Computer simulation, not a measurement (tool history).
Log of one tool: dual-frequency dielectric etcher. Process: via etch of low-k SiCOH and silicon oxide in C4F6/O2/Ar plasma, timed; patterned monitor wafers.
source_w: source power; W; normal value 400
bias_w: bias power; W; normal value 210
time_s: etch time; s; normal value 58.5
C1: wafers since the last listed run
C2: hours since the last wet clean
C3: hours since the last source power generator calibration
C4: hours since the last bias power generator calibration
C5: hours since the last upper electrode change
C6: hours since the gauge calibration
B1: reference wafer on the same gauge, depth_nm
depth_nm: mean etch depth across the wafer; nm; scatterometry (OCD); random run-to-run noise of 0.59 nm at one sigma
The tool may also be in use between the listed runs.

{"run": 1, "day": 0.0, "source_w": 400, "bias_w": 180, "time_s": 58.5, "C1": 0, "C2": 454.5, "C3": 2954.9, "C4": 2056.5, "C5": 5866.3, "C6": 46.9, "B1": 143.1, "depth_nm": 151.6}
{"run": 2, "day": 0.542, "source_w": 400, "bias_w": 180, "time_s": 58.5, "C1": 104, "C2": 467.5, "C3": 2967.9, "C4": 2069.5, "C5": 5879.3, "C6": 59.9, "B1": 143.2, "depth_nm": 151.9}
{"run": 3, "day": 1.238, "source_w": 400, "bias_w": 180, "time_s": 58.5, "C1": 134, "C2": 484.2, "C3": 2984.6, "C4": 2086.2, "C5": 5896.0, "C6": 76.6, "B1": 143.1, "depth_nm": 152.2}
{"run": 4, "day": 1.883, "source_w": 370, "bias_w": 210, "time_s": 58.5, "C1": 125, "C2": 499.7, "C3": 3000.1, "C4": 2101.7, "C5": 5911.5, "C6": 92.1, "B1": 143.1, "depth_nm": 160.0}
{"run": 5, "day": 2.625, "source_w": 370, "bias_w": 210, "time_s": 58.5, "C1": 143, "C2": 517.5, "C3": 3017.9, "C4": 2119.5, "C5": 5929.3, "C6": 109.9, "B1": 142.9, "depth_nm": 160.0}
{"day": 3.0, "done": "bias power generator calibrated"}
{"run": 6, "day": 3.021, "source_w": 400, "bias_w": 210, "time_s": 58.5, "C1": 44, "C2": 527.0, "C3": 3027.4, "C4": 0.5, "C5": 5938.8, "C6": 119.4, "B1": 143.1, "depth_nm": 164.9}
{"run": 7, "day": 3.567, "source_w": 400, "bias_w": 210, "time_s": 58.5, "C1": 105, "C2": 540.1, "C3": 3040.5, "C4": 13.6, "C5": 5951.9, "C6": 132.5, "B1": 143.2, "depth_nm": 164.5}
{"day": 4.792, "done": "upper electrode replaced, of another model than before"}
{"run": 8, "day": 4.812, "source_w": 400, "bias_w": 210, "time_s": 58.5, "C1": 47, "C2": 570.0, "C3": 3070.4, "C4": 43.5, "C5": 0.5, "C6": 162.4, "B1": 143.1, "depth_nm": 166.3}
{"run": 9, "day": 4.825, "source_w": 400, "bias_w": 210, "time_s": 71.5, "C1": 2, "C2": 570.3, "C3": 3070.7, "C4": 43.8, "C5": 0.8, "C6": 162.7, "B1": 142.9, "depth_nm": 201.0}
{"day": 5.321, "done": "source power generator calibrated"}
{"run": 10, "day": 5.342, "source_w": 400, "bias_w": 210, "time_s": 58.5, "C1": 67, "C2": 582.7, "C3": 0.5, "C4": 56.2, "C5": 13.2, "C6": 175.1, "B1": 142.9, "depth_nm": 165.8}
{"day": 5.483, "done": "gauge calibrated"}
{"day": 6.704, "done": "wet clean of the chamber"}
{"run": 11, "day": 6.725, "source_w": 430, "bias_w": 183, "time_s": 58.5, "C1": 74, "C2": 0.5, "C3": 33.7, "C4": 89.4, "C5": 46.4, "C6": 29.8, "B1": 142.8, "depth_nm": 150.8}
{"run": 12, "day": 6.738, "source_w": 320, "bias_w": 171, "time_s": 65.5, "C1": 2, "C2": 0.8, "C3": 34.0, "C4": 89.7, "C5": 46.7, "C6": 30.1, "B1": 142.8, "depth_nm": 158.9}
{"run": 13, "day": 7.088, "source_w": 400, "bias_w": 180, "time_s": 58.5, "C1": 67, "C2": 9.2, "C3": 42.4, "C4": 98.1, "C5": 55.1, "C6": 38.5, "B1": 142.8, "depth_nm": 148.6}
{"run": 14, "day": 7.538, "source_w": 400, "bias_w": 262, "time_s": 58.5, "C1": 87, "C2": 20.0, "C3": 53.2, "C4": 108.9, "C5": 65.9, "C6": 49.3, "B1": 143.0, "depth_nm": 169.9}
{"run": 15, "day": 7.808, "source_w": 460, "bias_w": 260, "time_s": 75.5, "C1": 52, "C2": 26.5, "C3": 59.7, "C4": 115.4, "C5": 72.4, "C6": 55.8, "B1": 142.8, "depth_nm": 225.1}
{"run": 16, "day": 8.2, "source_w": 400, "bias_w": 257, "time_s": 58.5, "C1": 75, "C2": 35.9, "C3": 69.1, "C4": 124.8, "C5": 81.8, "C6": 65.2, "B1": 143.0, "depth_nm": 169.1}
{"run": 17, "day": 8.838, "source_w": 310, "bias_w": 189, "time_s": 42.5, "C1": 123, "C2": 51.2, "C3": 84.4, "C4": 140.1, "C5": 97.1, "C6": 80.5, "B1": 142.7, "depth_nm": 106.8}

Each row is a separate what-if for the run after 17, all from the same tool condition, not one after another. Results?
{"run": "A", "day": 8.854, "source_w": 310, "bias_w": 210, "time_s": 58.5, "C1": 3, "C2": 51.6, "C3": 84.8, "C4": 140.5, "C5": 97.5, "C6": 80.9, "B1": "?", "depth_nm": "?"}
{"run": "B", "day": 8.854, "source_w": 400, "bias_w": 178, "time_s": 69.5, "C1": 3, "C2": 51.6, "C3": 84.8, "C4": 140.5, "C5": 97.5, "C6": 80.9, "B1": "?", "depth_nm": "?"}
{"run": "C", "day": 8.854, "source_w": 450, "bias_w": 237, "time_s": 69.0, "C1": 3, "C2": 51.6, "C3": 84.8, "C4": 140.5, "C5": 97.5, "C6": 80.9, "B1": "?", "depth_nm": "?"}

run=A B1=142.9 depth_nm=152.7
run=B B1=142.9 depth_nm=177.5
run=C B1=142.9 depth_nm=198.9
Without the tool's unlogged condition, the same runs would have read:
run=A depth_nm=151.9
run=B depth_nm=176.5
run=C depth_nm=197.8
